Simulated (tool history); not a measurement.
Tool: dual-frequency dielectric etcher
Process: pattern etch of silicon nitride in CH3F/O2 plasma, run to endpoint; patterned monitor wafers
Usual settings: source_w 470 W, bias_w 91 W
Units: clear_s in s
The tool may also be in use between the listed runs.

run	hour	source_w	bias_w	incoming incoming film thickness, nm	clear_s
1	0.0	470	91	111.0	108.5
2	37.7	470	103	111.6	102.8
3	107.6	470	91	110.4	108.7
4	202.1	470	91	110.3	103.9
5	299.1	470	91	110.1	104.2
6	387.4	380	99	111.3	108.6
7	475.7	380	99	111.1	108.6
8	554.5	470	102	110.9	101.0
9	607.9	420	91	109.9	111.1
10	706.7	420	91	110.4	112.4
11	796.7	470	91	110.8	105.5
12	866.1	470	91	111.5	106.2
13	926.7	470	69	109.6	118.8
14	1013.9	470	91	110.2	106.6
15	1110.2	470	91	110.2	105.8
16	1209.0	350	107	111.4	108.6
17	1302.0	420	91	111.6	113.5
18	1356.9	360	81	111.2	126.7
19	1445.2	440	110	109.8	95.9
20	1488.9	560	70	111.6	113.7
21	1593.4	470	91	110.8	105.7
22	1685.3	470	107	111.2	99.7
23	1741.9	500	91	109.8	103.8
24	1783.5	400	82	109.6	117.6
25	1864.2	410	91	110.4	111.8
26	1921.0	510	99	110.3	102.5
27	2194.0	420	74	110.1	120.5
28	2260.7	470	91	111.0	105.5
29	2297.6	430	109	110.2	99.5
30	2336.0	400	91	110.4	111.1
31	2397.3	430	111	112.0	100.9
32	2459.2	470	108	111.2	99.4
33	2516.5	410	109	110.5	104.0
34	2621.4	470	82	109.9	113.0

Taken out of this log: 8 entries between the listed runs. Where each belongs, and how the hidden state differs across it:
Between runs 3 and 4: wet clean of the chamber (hour 196.1)
  etch rate over this chamber's usual, %: -4.32 -> 0.145
  measured less the result without the state, clear_s: +4.7 -> -0.1 s
Between runs 5 and 6: upper electrode replaced (hour 363.3)
  etch rate over this chamber's usual, %: -0.645 -> -1.36
  measured less the result without the state, clear_s: +0.7 -> +1.4 s
Between runs 10 and 11: wet clean of the chamber (hour 779.2)
  etch rate over this chamber's usual, %: -3.96 -> -0.199
  measured less the result without the state, clear_s: +4.5 -> +0.2 s
Between runs 15 and 16: source power generator calibrated (hour 1145.6)
  etch rate over this chamber's usual, %: -2.75 -> -3.55
  measured less the result without the state, clear_s: +2.9 -> +3.9 s
Between runs 18 and 19: wet clean of the chamber (hour 1444.7)
  etch rate over this chamber's usual, %: -4.76 -> -0.0249
  measured less the result without the state, clear_s: +6.0 -> +0.0 s
Between runs 24 and 25: bias power generator calibrated (hour 1859.3)
  etch rate over this chamber's usual, %: -2.78 -> -3.44
  measured less the result without the state, clear_s: +3.3 -> +3.8 s
Between runs 26 and 27: wet clean of the chamber (hour 2100.2)
  etch rate over this chamber's usual, %: -3.9 -> -0.903
  measured less the result without the state, clear_s: +4.0 -> +1.0 s
Between runs 27 and 28: upper electrode replaced (hour 2260.2)
  etch rate over this chamber's usual, %: -0.903 -> -1.45
  measured less the result without the state, clear_s: +1.0 -> +1.5 s

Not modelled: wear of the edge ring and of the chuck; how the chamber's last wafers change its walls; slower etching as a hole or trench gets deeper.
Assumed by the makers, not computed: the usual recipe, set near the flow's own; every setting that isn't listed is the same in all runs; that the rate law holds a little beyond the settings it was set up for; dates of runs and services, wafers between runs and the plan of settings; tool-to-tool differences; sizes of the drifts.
